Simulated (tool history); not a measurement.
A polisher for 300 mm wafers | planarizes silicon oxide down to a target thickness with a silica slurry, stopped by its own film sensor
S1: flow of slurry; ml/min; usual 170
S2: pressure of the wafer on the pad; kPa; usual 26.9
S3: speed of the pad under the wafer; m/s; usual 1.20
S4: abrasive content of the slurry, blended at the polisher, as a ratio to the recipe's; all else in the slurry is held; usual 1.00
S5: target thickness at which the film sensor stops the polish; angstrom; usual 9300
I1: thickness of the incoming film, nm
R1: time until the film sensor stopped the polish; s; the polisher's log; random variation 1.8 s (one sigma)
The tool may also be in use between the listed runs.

run	day	S1	S2	S3	S4	S5	I1	R1
1	0.000	170	26.9	0.98	1.00	9300	1239.6	125.3
2	1.667	170	26.9	1.20	1.00	9300	1231.3	105.8
# day 3.450: conditioning disc replaced and pad reconditioned
# day 5.354: slurry nozzle cleaned
3	5.546	170	26.9	1.20	1.00	9300	1232.9	92.8
# day 8.179: slurry blender recalibrated
4	8.742	170	26.9	1.20	1.00	9300	1229.7	99.2
5	12.817	170	26.9	1.20	1.00	9300	1243.7	107.4
6	15.379	170	26.9	1.20	1.00	9300	1243.6	104.8
7	17.325	170	26.9	1.20	0.90	9300	1221.4	104.7
8	19.283	170	26.9	1.20	0.90	9300	1219.7	107.3
# day 22.283: worn pad replaced by a new one
# day 22.308: conditioning disc replaced and pad reconditioned
9	23.417	170	26.9	1.20	0.90	9300	1219.1	92.7
# day 24.283: slurry nozzle cleaned
10	26.783	170	26.9	1.20	1.15	9300	1242.2	97.1
# day 28.683: slurry blender recalibrated
11	30.196	170	26.9	0.86	1.25	9300	1250.2	126.1
# day 41.817: head pressure recalibrated
# day 42.388: conditioning disc replaced and pad reconditioned
# day 42.475: slurry nozzle cleaned
12	43.417	170	26.9	1.20	0.90	9300	1229.9	103.2
# day 45.904: worn pad replaced by a new one
13	46.150	170	26.9	1.20	0.75	9300	1231.9	111.3
# day 48.779: slurry blender recalibrated
14	51.758	170	26.9	1.20	1.00	9300	1248.8	111.0
15	53.592	170	26.9	0.92	1.00	9300	1239.0	132.9
16	55.279	170	26.9	1.20	1.00	8280	1212.4	135.4
17	57.233	120	26.9	1.20	1.10	9950	1234.1	88.1
18	60.121	170	26.9	1.20	1.00	9300	1237.8	112.2
# day 62.721: slurry nozzle cleaned
# day 64.346: worn pad replaced by a new one
19	64.533	170	26.9	1.04	0.75	10090	1246.5	110.3
# day 65.108: conditioning disc replaced and pad reconditioned
20	68.646	115	31.7	1.50	0.70	9300	1234.1	94.3
# day 69.071: slurry blender recalibrated
21	71.692	140	17.9	1.40	1.00	9300	1218.3	108.0
# day 73.500: head pressure recalibrated
22	75.754	110	26.9	1.20	1.00	9300	1242.6	112.1
23	79.254	145	20.7	1.20	1.00	9300	1235.7	123.9
# day 81.383: slurry nozzle cleaned
24	83.425	145	31.0	0.80	0.70	9300	1242.1	160.4
# day 86.588: conditioning disc replaced and pad reconditioned
25	87.383	170	32.4	1.20	1.00	9300	1216.2	79.6
# day 88.425: worn pad replaced by a new one
26	89.038	170	35.9	1.02	1.25	8860	1220.0	91.6

3 ways to go on from here, each from the tool as it stands after run 26. What would each give?
A	89.058	170	26.9	1.20	0.80	9300	1250.4	?
B	89.058	170	24.1	1.20	1.00	9300	1250.4	?
C	89.058	170	21.4	1.20	1.00	8780	1250.4	?

run	R1
A	111.6
B	108.9
C	135.4
Without the tool's hidden state the same runs would have given:
run	R1
A	106.7
B	104.4
C	130.1
